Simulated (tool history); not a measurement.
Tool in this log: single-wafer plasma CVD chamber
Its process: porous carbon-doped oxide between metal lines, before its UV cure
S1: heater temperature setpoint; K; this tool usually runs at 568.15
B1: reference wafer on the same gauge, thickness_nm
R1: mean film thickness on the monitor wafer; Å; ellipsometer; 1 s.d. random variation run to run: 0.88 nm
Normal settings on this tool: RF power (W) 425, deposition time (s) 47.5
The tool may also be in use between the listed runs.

{"run": 1, "hour": 0.0, "S1": 568.15, "RF power (W)": 425, "deposition time (s)": 54.9, "B1": 269.323, "R1": 2840.25}
{"run": 2, "hour": 39.5, "S1": 575.15, "RF power (W)": 425, "deposition time (s)": 47.5, "B1": 268.728, "R1": 2364.36}
{"hour": 83.3, "done": "gauge calibrated"}
{"run": 3, "hour": 104.1, "S1": 575.15, "RF power (W)": 425, "deposition time (s)": 47.5, "B1": 268.984, "R1": 2390.69}
{"run": 4, "hour": 204.4, "S1": 568.15, "RF power (W)": 425, "deposition time (s)": 47.5, "B1": 268.759, "R1": 2440.19}
{"run": 5, "hour": 258.0, "S1": 568.15, "RF power (W)": 425, "deposition time (s)": 47.5, "B1": 268.7, "R1": 2441.72}
{"run": 6, "hour": 309.3, "S1": 568.15, "RF power (W)": 425, "deposition time (s)": 47.5, "B1": 268.887, "R1": 2423.86}
{"run": 7, "hour": 336.9, "S1": 568.15, "RF power (W)": 425, "deposition time (s)": 41, "B1": 269.551, "R1": 2119.12}
{"run": 8, "hour": 406.5, "S1": 568.15, "RF power (W)": 425, "deposition time (s)": 41, "B1": 269.014, "R1": 2099.68}
{"run": 9, "hour": 444.2, "S1": 568.15, "RF power (W)": 425, "deposition time (s)": 41, "B1": 268.824, "R1": 2098.2}
{"run": 10, "hour": 500.4, "S1": 568.15, "RF power (W)": 425, "deposition time (s)": 47.5, "B1": 269.186, "R1": 2425.54}
{"run": 11, "hour": 562.7, "S1": 568.15, "RF power (W)": 425, "deposition time (s)": 47.5, "B1": 269.614, "R1": 2404.65}
{"hour": 592.1, "done": "gauge calibrated"}
{"run": 12, "hour": 612.1, "S1": 575.15, "RF power (W)": 425, "deposition time (s)": 47.5, "B1": 268.854, "R1": 2333.6}
{"run": 13, "hour": 649.1, "S1": 578.15, "RF power (W)": 485, "deposition time (s)": 53.1, "B1": 268.968, "R1": 2884.61}
{"run": 14, "hour": 711.0, "S1": 559.15, "RF power (W)": 425, "deposition time (s)": 47.5, "B1": 269.216, "R1": 2530.11}
{"run": 15, "hour": 744.0, "S1": 568.15, "RF power (W)": 425, "deposition time (s)": 47.5, "B1": 268.931, "R1": 2405.47}
{"hour": 770.5, "done": "thermocouple changed; heater temperature recalibrated"}
{"hour": 796.5, "done": "RF generator calibrated"}
{"run": 16, "hour": 800.8, "S1": 568.15, "RF power (W)": 425, "deposition time (s)": 39.7, "B1": 268.512, "R1": 2068.69}
{"run": 17, "hour": 835.1, "S1": 568.15, "RF power (W)": 425, "deposition time (s)": 47.5, "B1": 268.85, "R1": 2471.66}
{"run": 18, "hour": 905.1, "S1": 568.15, "RF power (W)": 500, "deposition time (s)": 56.2, "B1": 268.813, "R1": 3361.2}
{"hour": 923.0, "done": "showerhead replaced"}
{"run": 19, "hour": 973.2, "S1": 576.15, "RF power (W)": 455, "deposition time (s)": 52.5, "B1": 268.632, "R1": 2782.11}
{"run": 20, "hour": 1029.3, "S1": 575.15, "RF power (W)": 425, "deposition time (s)": 47.5, "B1": 268.879, "R1": 2371.02}
{"run": 21, "hour": 1084.0, "S1": 568.15, "RF power (W)": 425, "deposition time (s)": 53.5, "B1": 269.089, "R1": 2743.29}

Expected results for the next run?
{"run": 22, "hour": 1122.3, "S1": 568.15, "RF power (W)": 425, "deposition time (s)": 38.9, "B1": "?", "R1": "?"}

Run 22 measured B1 269.246, R1 2018.63 Å.
Minus the tool's unlogged condition, the same run would have read R1 2045.54 Å.
